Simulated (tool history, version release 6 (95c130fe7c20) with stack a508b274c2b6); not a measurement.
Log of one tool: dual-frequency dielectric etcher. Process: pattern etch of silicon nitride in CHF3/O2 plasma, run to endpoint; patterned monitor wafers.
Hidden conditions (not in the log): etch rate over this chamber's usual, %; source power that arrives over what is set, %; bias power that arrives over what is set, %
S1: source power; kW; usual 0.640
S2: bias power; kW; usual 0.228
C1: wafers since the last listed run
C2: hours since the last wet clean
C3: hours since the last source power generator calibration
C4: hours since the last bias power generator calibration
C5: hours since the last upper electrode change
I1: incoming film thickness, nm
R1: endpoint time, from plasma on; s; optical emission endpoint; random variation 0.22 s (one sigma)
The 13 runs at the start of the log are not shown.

At day 56.467: wet clean of the chamber.
Run 14, day 57.429: usual settings but S1 0.590 kW, S2 0.208 kW; C1 2666; C2 23.1; C3 3690.9; C4 889.3; C5 4080.5; I1 95.1. Result: R1 57.9 s.
Run 15, day 60.208: usual settings; C1 593; C2 89.8; C3 3757.6; C4 956.0; C5 4147.2; I1 95.0. Result: R1 53.9 s.
Run 16, day 62.788: usual settings; C1 550; C2 151.7; C3 3819.5; C4 1017.9; C5 4209.1; I1 95.8. Result: R1 54.1 s.
Run 17, day 65.354: usual settings but S1 0.580 kW; C1 547; C2 213.3; C3 3881.1; C4 1079.5; C5 4270.7; I1 95.4. Result: R1 55.8 s.
At day 74.558: upper electrode replaced.
Run 18, day 77.388: usual settings but S1 0.770 kW, S2 0.262 kW; C1 2355; C2 502.1; C3 4169.9; C4 1368.3; C5 67.9; I1 95.4. Result: R1 47.5 s.
Run 19, day 81.404: usual settings; C1 857; C2 598.5; C3 4266.3; C4 1464.7; C5 164.3; I1 96.2. Result: R1 53.9 s.
At day 84.133: source power generator calibrated.
Run 20, day 87.638: usual settings but S1 0.540 kW, S2 0.276 kW; C1 1295; C2 748.1; C3 84.1; C4 1614.3; C5 313.9; I1 95.7. Result: R1 51.6 s.
Run 21, day 89.296: usual settings but S1 0.790 kW, S2 0.207 kW; C1 354; C2 787.9; C3 123.9; C4 1654.1; C5 353.7; I1 96.2. Result: R1 52.5 s.
At day 91.212: wet clean of the chamber.
Run 22, day 92.962: usual settings but S1 0.600 kW, S2 0.184 kW; C1 569; C2 42.0; C3 211.9; C4 1742.1; C5 441.7; I1 95.1. Result: R1 61.0 s.
Run 23, day 95.558: usual settings but S1 0.710 kW, S2 0.274 kW; C1 554; C2 104.3; C3 274.2; C4 1804.4; C5 504.0; I1 95.4. Result: R1 48.0 s.

The next listed run, before its measurement:
Run 24, day 98.975: usual settings but S1 0.800 kW, S2 0.259 kW; C1 729; C2 186.3; C3 356.2; C4 1886.4; C5 586.0; I1 96.3. Result: R1 ?.

R1: 47.9 s
With no hidden state in the tool, this same run would have given R1 48.1 s.

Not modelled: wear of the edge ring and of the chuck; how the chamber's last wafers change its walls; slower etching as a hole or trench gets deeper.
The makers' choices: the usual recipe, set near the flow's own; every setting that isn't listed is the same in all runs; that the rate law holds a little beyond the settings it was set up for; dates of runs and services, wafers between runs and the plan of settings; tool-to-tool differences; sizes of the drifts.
